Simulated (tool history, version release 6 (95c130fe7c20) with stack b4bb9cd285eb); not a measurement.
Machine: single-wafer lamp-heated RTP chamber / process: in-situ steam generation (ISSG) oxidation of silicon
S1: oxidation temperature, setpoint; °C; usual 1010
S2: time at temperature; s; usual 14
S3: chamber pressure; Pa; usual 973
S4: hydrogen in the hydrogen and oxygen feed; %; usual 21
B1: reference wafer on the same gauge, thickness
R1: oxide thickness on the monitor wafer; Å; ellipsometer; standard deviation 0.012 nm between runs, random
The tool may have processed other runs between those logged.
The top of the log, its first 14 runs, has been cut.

run	hour	S1	S2	S3	S4	B1	R1
15	158.5	1010	14	920	29	4.293	54.01
16	168.3	1010	14	973	21	4.286	49.71
# hour 179.6: pyrometer window cleaned and pyrometer calibrated
# hour 180.0: pressure gauge zeroed
17	180.5	1001	14	973	24	4.289	47.48
18	190.1	1002	11	1147	24	4.293	42.85
19	203.1	1010	14	920	21	4.286	47.44
20	213.2	1010	9	973	21	4.290	39.23
21	220.5	1010	14	973	21	4.298	47.52
22	235.0	1001	10	973	14	4.287	35.84
23	244.0	1002	11	1147	24	4.289	43.14
24	250.5	1010	14	920	29	4.291	52.20
25	259.2	1010	16	973	21	4.282	50.85
26	271.9	1003	9	973	17	4.288	36.15
# hour 285.7: gauge calibrated
# hour 292.3: hydrogen flow controller replaced
27	292.8	1020	14	920	14	4.290	44.87
28	293.1	997	17	1067	29	4.288	53.71
29	322.1	1010	15	973	14	4.293	44.67
30	367.2	1010	19	973	11	4.284	47.56
31	384.3	1022	14	973	21	4.292	50.41

Forecast each of these 4 alternatives for the next run:
A	384.8	1010	14	973	28	?	?
B	384.8	1019	9	973	28	?	?
C	384.8	1010	19	920	12	?	?
D	384.8	1016	14	920	21	?	?

run	B1	R1
A	4.289	51.65
B	4.289	44.07
C	4.289	48.16
D	4.289	48.79
With the hidden condition removed and each run's random variation left untouched, the same runs would have given:
run	R1
A	51.20
B	43.72
C	47.70
D	48.34
